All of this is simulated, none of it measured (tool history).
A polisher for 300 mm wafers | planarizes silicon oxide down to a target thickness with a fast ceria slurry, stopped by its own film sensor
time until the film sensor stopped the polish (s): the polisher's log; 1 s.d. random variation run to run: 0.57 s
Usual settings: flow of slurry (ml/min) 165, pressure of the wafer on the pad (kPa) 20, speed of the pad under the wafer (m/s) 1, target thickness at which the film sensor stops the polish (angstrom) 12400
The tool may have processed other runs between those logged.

run   hour  flow of slurry (ml/min)  pressure of the wafer on the pad (kPa)  speed of the pad under the wafer (m/s)  target thickness at which the film sensor stops the polish (angstrom)  wafers since the last listed run  wafers polished on this pad  hours since the slurry nozzle was cleaned  hours since the head pressure was calibrated  incoming thickness of the incoming film, nm  time until the film sensor stopped the polish (s)
  1      0                      165                                      20                                       1                                                                  10660                                 0                          917                                       79.8                                         426.2                                       1939.3                                                 72
  2    7.7                      165                                      20                                       1                                                                  10660                                66                          983                                       87.5                                         433.9                                       1901.9                                               68.5
      14.3  -- head pressure recalibrated
  3     24                      165                                    22.8                                       1                                                                  14170                               124                         1108                                      103.8                                           9.7                                       1915.8                                               35.1
      39.3  -- worn pad replaced by a new one
  4   41.9                      165                                    22.8                                       1                                                                  14170                               120                           22                                      121.7                                          27.6                                         1927                                               33.8
  5   59.5                      165                                      20                                       1                                                                  12400                               152                          175                                      139.3                                          45.2                                       1899.6                                               50.2
  6   71.9                      165                                      20                                       1                                                                  12400                               107                          282                                      151.7                                          57.6                                       1910.9                                               50.6
  7   89.2                      165                                      20                                       1                                                                  12400                               150                          432                                        169                                          74.9                                       1894.8                                               50.8
  8    101                      165                                      20                                       1                                                                  12400                               102                          535                                      180.8                                          86.7                                       1869.9                                               48.5
  9  112.8                      165                                      20                                       1                                                                  12400                               102                          637                                      192.6                                          98.5                                       1910.8                                               52.1
 10  129.6                      165                                      20                                       1                                                                  12400                               145                          783                                      209.4                                         115.3                                       1922.5                                                 55
 11  140.2                      165                                      20                                       1                                                                  12400                                92                          875                                        220                                         125.9                                         1888                                               52.5
 12  150.7                      165                                      20                                       1                                                                  12400                                91                          966                                      230.5                                         136.4                                       1912.6                                               53.9
 13  162.3                      165                                      20                                       1                                                                  12400                               100                         1067                                      242.1                                           148                                       1923.5                                                 56
 14    179                      145                                      20                                       1                                                                  12400                               144                         1212                                      258.8                                         164.7                                       1885.2                                               55.1
     192.7  -- worn pad replaced by a new one
 15  196.7                      165                                      20                                       1                                                                  12400                               118                           34                                      276.5                                         182.4                                       1896.6                                               51.7
 16  203.7                      165                                      20                                       1                                                                  12400                                60                           95                                      283.5                                         189.4                                         1906                                               52.3
 17    213                      150                                      20                                       1                                                                  12400                                80                          176                                      292.8                                         198.7                                         1908                                               53.1
 18  224.4                      220                                      20                                       1                                                                  12400                                98                          275                                      304.2                                         210.1                                       1940.8                                                 53
 19  235.9                      220                                    26.2                                       1                                                                  10110                                99                          375                                      315.7                                         221.6                                       1906.7                                               51.1
 20  289.5                      200                                    17.2                                    0.64                                                                  12400                               465                          840                                      369.3                                         275.2                                       1919.4                                               88.6
 21  297.6                      165                                      20                                    0.72                                                                  14330                                70                          910                                      377.4                                         283.3                                         1897                                               48.8
 22  309.3                      200                                    17.2                                    0.64                                                                  12400                               101                         1012                                      389.1                                           295                                       1890.8                                               87.1
     326.1  -- slurry nozzle cleaned
 23  326.6                      165                                    24.1                                       1                                                                  12400                               141                         1153                                        0.5                                         312.3                                       1945.7                                               49.3
 24    343                      165                                    22.8                                       1                                                                  14170                               142                         1296                                       16.9                                         328.7                                       1896.8                                               35.7
 25  359.9                      165                                      20                                       1                                                                  12400                               146                         1443                                       33.8                                         345.6                                       1898.7                                               58.2
     371.7  -- head pressure recalibrated
 26  372.1                      165                                      20                                       1                                                                  12400                                88                         1531                                         46                                           0.4                                       1924.6                                               58.7
     379.2  -- worn pad replaced by a new one
 27  386.1                      165                                    15.2                                       1                                                                  12400                                86                           59                                         60                                          14.4                                       1878.2                                                 63
 28  393.4                      165                                      20                                       1                                                                  12400                                63                          122                                       67.3                                          21.7                                       1908.3                                               49.8
 29  409.1                      165                                      20                                       1                                                                  12400                               136                          259                                         83                                          37.4                                       1889.2                                               48.4
 30  420.5                      200                                    17.2                                    0.64                                                                  12400                                98                          358                                       94.4                                          48.8                                       1869.6                                               75.9
 31  433.6                      165                                      20                                       1                                                                  10660                               113                          471                                      107.5                                          61.9                                       1907.5                                                 64
 32  448.3                      165                                    26.2                                     0.8                                                                  10450                               127                          599                                      122.2                                          76.6                                       1905.4                                               60.4
 33  455.8                      165                                    16.5                                       1                                                                  12400                                65                          664                                      129.7                                          84.1                                       1944.7                                                 67
 34  462.9                      205                                    17.9                                     0.7                                                                  13220                                61                          726                                      136.8                                          91.2                                       1944.9                                               70.6
 35  472.4                      165                                    26.9                                    0.78                                                                  12400                                82                          808                                      146.3                                         100.7                                       1915.7                                               47.9
 36  486.8                      165                                      20                                     1.2                                                                  12400                               125                          933                                      160.7                                         115.1                                       1935.8                                               48.4
 37  500.8                      220                                      20                                    0.74                                                                  11130                               121                         1055                                      174.7                                         129.1                                       1899.3                                               77.1

Entry by entry between the runs, the difference in hidden state between the last listed run before and the first listed run after:
From run 2 to run 3: head pressure recalibrated (hour 14.3)
  removal rate lost through wear of the pad, %: 5.04 -> 6.48; deviation of the head's pressure from its setpoint, %: -4.96 -> -0.331
  measured result minus the result with no hidden state, time until the film sensor stopped the polish (s): +6.7 -> +2.4
From run 3 to run 4: worn pad replaced by a new one (hour 39.3)
  removal rate lost through wear of the pad, %: 6.48 -> 0.149; deviation of the head's pressure from its setpoint, %: -0.331 -> -0.9
  measured result minus the result with no hidden state, time until the film sensor stopped the polish (s): +2.4 -> +0.4
From run 14 to run 15: worn pad replaced by a new one (hour 192.7)
  removal rate lost through wear of the pad, %: 7.22 -> 0.979; deviation of the head's pressure from its setpoint, %: -3.49 -> -3.68
  measured result minus the result with no hidden state, time until the film sensor stopped the polish (s): +5.8 -> +2.4
From run 22 to run 23: slurry nozzle cleaned (hour 326.1)
  removal rate lost through wear of the pad, %: 5.9 -> 7.48; deviation of the head's pressure from its setpoint, %: -4.43 -> -4.5
  measured result minus the result with no hidden state, time until the film sensor stopped the polish (s): +8.7 -> +5.7
From run 25 to run 26: head pressure recalibrated (hour 371.7)
  removal rate lost through wear of the pad, %: 11.1 -> 12.6; deviation of the head's pressure from its setpoint, %: -4.61 -> -0.0662
  measured result minus the result with no hidden state, time until the film sensor stopped the polish (s): +8.9 -> +7.5
From run 26 to run 27: worn pad replaced by a new one (hour 379.2)
  removal rate lost through wear of the pad, %: 12.6 -> 0.2; deviation of the head's pressure from its setpoint, %: -0.0662 -> -0.55
  measured result minus the result with no hidden state, time until the film sensor stopped the polish (s): +7.5 -> +0.5

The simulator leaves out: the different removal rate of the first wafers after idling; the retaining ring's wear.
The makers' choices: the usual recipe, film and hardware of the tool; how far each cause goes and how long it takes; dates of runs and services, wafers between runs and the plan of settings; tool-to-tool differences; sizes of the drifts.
